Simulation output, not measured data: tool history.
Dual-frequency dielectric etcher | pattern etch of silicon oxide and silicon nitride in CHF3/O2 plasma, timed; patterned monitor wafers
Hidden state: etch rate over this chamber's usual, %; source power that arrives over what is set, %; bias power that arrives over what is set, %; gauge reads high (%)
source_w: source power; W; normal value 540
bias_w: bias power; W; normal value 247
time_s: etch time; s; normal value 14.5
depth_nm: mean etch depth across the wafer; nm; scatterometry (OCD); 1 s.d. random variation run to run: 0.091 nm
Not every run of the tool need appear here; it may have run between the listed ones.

run	hour	source_w	bias_w	time_s	wafers since the last listed run	hours since the last wet clean	hours since the last source power generator calibration	hours since the last bias power generator calibration	hours since the last upper electrode change	hours since the gauge calibration	read-back reference wafer on the same gauge, depth_nm	depth_nm
1	0.0	500	247	12.0	0	447.5	2560.5	3468.6	3188.9	1706.4	25.68	18.91
# hour 103.4: wet clean of the chamber
2	288.1	540	247	11.0	4774	184.7	2848.6	3756.7	3477.0	1994.5	25.54	17.63
3	386.3	540	247	11.0	1775	282.9	2946.8	3854.9	3575.2	2092.7	25.57	17.46
4	438.4	540	234	14.5	941	335.0	2998.9	3907.0	3627.3	2144.8	25.54	22.80
5	488.4	540	234	14.5	903	385.0	3048.9	3957.0	3677.3	2194.8	25.52	22.90
6	550.0	540	247	14.5	1113	446.6	3110.5	4018.6	3738.9	2256.4	25.51	23.03
7	625.6	540	247	14.5	1366	522.2	3186.1	4094.2	3814.5	2332.0	25.45	23.01
# hour 662.2: wet clean of the chamber
# hour 714.5: upper electrode replaced
8	715.6	540	284	14.5	759	53.4	3276.1	4184.2	1.1	2422.0	25.38	24.12
# hour 753.7: bias power generator calibrated
# hour 777.9: gauge calibrated
9	812.5	540	214	14.5	1679	150.3	3373.0	58.8	98.0	34.6	26.14	22.63
10	919.6	540	214	14.5	1936	257.4	3480.1	165.9	205.1	141.7	26.14	22.64
11	1022.1	540	214	14.5	1852	359.9	3582.6	268.4	307.6	244.2	26.10	22.77
12	1112.0	540	247	18.5	1625	449.8	3672.5	358.3	397.5	334.1	26.05	30.36
13	1217.7	540	247	18.5	1910	555.5	3778.2	464.0	503.2	439.8	25.99	29.99
# hour 1256.0: wet clean of the chamber
14	1259.7	540	247	14.5	325	3.7	3820.2	506.0	545.2	481.8	25.96	23.66
# hour 1299.6: source power generator calibrated
15	1311.2	450	224	13.5	858	55.2	11.6	557.5	596.7	533.3	25.97	20.60
16	1355.5	540	247	14.5	800	99.5	55.9	601.8	641.0	577.6	25.96	23.61

What does the tool deliver on the next run?
17	1425.6	590	217	14.5	1267	169.6	126.0	671.9	711.1	647.7	?	?

read-back reference wafer on the same gauge, depth_nm: 25.95
depth_nm: 23.00 nm
The same run, on a tool lacking any hidden state, would have yielded depth_nm 23.33 nm.
